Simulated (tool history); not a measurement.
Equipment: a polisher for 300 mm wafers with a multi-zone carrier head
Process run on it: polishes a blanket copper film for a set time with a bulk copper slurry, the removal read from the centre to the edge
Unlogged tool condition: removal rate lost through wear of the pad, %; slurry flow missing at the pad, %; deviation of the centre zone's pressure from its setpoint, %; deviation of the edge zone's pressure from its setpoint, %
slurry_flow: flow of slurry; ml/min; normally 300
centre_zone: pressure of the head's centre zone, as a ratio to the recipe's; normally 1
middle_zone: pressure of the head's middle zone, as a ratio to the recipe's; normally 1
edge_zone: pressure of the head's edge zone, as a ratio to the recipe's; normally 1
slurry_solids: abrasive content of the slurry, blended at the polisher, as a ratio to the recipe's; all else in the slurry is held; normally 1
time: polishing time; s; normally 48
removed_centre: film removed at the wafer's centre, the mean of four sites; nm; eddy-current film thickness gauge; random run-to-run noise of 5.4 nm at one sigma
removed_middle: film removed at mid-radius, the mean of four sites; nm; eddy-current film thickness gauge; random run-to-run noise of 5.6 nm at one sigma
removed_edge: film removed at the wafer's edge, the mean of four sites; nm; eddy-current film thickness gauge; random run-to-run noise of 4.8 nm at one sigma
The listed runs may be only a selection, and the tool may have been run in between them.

run	hour	slurry_flow	centre_zone	middle_zone	edge_zone	slurry_solids	time	wafers since the last listed run	wafers polished on this pad	hours since the slurry nozzle was cleaned	hours since the centre zone pressure was calibrated	hours since the edge zone pressure was calibrated	hours since the carrier head's membrane was replaced	incoming thickness of the incoming film, nm	removed_centre	removed_middle	removed_edge
1	0	300	1	1	1	1	48	0	731	50.9	836.3	811.9	290.2	2534.5	403.8	392.8	411.4
# hour 3.8: edge zone pressure recalibrated
2	74.9	300	1	1	1	1	48	674	1406	125.8	911.2	71.1	365.1	2539.6	390.1	376.1	397
3	113.6	300	1	1	1	1	48	358	1764	164.5	949.9	109.8	403.8	2598.4	392.7	375	391.6
4	150	300	1	0.96	1	1	38	336	2101	200.9	986.3	146.2	440.2	2556.2	304	285.2	308.5
# hour 182.3: centre zone pressure recalibrated
5	222.5	300	1.05	1	1	1	48	652	2753	273.4	40.2	218.7	512.7	2578.3	405.5	373	391.7
6	274.7	300	1.05	1	1	1	48	483	3237	325.6	92.4	270.9	564.9	2543.4	400	380	391.1
# hour 290.3: worn pad replaced by a new one
7	373.3	300	1	1	1	1	48	875	768	424.2	191	369.5	663.5	2510.9	400.2	393.3	405.4
8	421.4	300	1	1	1	1	48	445	1213	472.3	239.1	417.6	711.6	2535.4	394.7	385.8	403.1
9	492.2	300	1	1	1	1	48	655	1869	543.1	309.9	488.4	782.4	2575.8	383.1	375.1	389.6
10	598.3	300	1	0.92	1	1	48	982	2851	649.2	416	594.5	888.5	2536.8	378.4	343.9	380.7
# hour 627.3: worn pad replaced by a new one
11	694.7	215	1	1.09	1	0.8	43	855	623	745.6	512.4	690.9	984.9	2522.3	325.6	347.4	333.7
12	752.2	300	1	1	1	1	48	532	1155	803.1	569.9	748.4	1042.4	2555.5	401.4	380.1	391.6
# hour 798.6: slurry nozzle cleaned
13	860	300	1	1	1	1.15	48	988	2144	61.4	677.7	856.2	1150.2	2543.9	399.8	383.6	396
# hour 1018.9: worn pad replaced by a new one
# hour 1039: edge zone pressure recalibrated
14	1141.7	300	1	1.05	1	1	48	2552	1117	343.1	959.4	102.7	1431.9	2535.1	395.5	396.5	402.4
# hour 1193.9: carrier head's membrane replaced by a new one
15	1249.5	300	1	1.1	0.92	1.2	48	951	2069	450.9	1067.2	210.5	55.6	2510.1	409.2	429.8	390.1
# hour 1270: centre zone pressure recalibrated
16	1332.6	300	1	0.96	1	1	48	750	2820	534	62.6	293.6	138.7	2527.6	379.3	354.1	385.1
# hour 1340.3: worn pad replaced by a new one
17	1376.2	300	1	0.94	1	1	48	366	332	577.6	106.2	337.2	182.3	2600.5	421.7	390.2	418.1
18	1560.8	300	1	1	1	1	48	1708	2040	762.2	290.8	521.8	366.9	2579.9	381.9	376.5	389.7
19	1646.9	300	1	0.95	1.05	1	48	797	2837	848.3	376.9	607.9	453	2536	389.2	342.7	390.1
# hour 1698.5: slurry nozzle cleaned
# hour 1699.3: worn pad replaced by a new one
20	1737.7	365	1.03	1.1	1	0.7	48	823	355	39.2	467.7	698.7	543.8	2541.9	397.8	407.1	396.6

Predict each of these 4 candidate next runs independently; none follows another, all start after run 20:
A	1738.1	300	1	1	1	1	48	3	359	39.6	468.1	699.1	544.2	2586.9	?	?	?
B	1738.1	300	1	1	0.93	1	34	3	359	39.6	468.1	699.1	544.2	2586.9	?	?	?
C	1738.1	235	1	1	1	1	33	3	359	39.6	468.1	699.1	544.2	2586.9	?	?	?
D	1738.1	300	0.92	0.94	1	1	34	3	359	39.6	468.1	699.1	544.2	2586.9	?	?	?

run	removed_centre	removed_middle	removed_edge
A	419.1	409.6	421.5
B	296.9	290.2	288.5
C	279.1	273.7	283.6
D	272.8	275.6	298.8
Take away the tool's hidden state, keep each run's random variation, and the runs would have read:
run	removed_centre	removed_middle	removed_edge
A	435.2	425.4	437.7
B	308.3	301.4	299.6
C	289.9	284.2	294.5
D	283.3	286.2	310.3
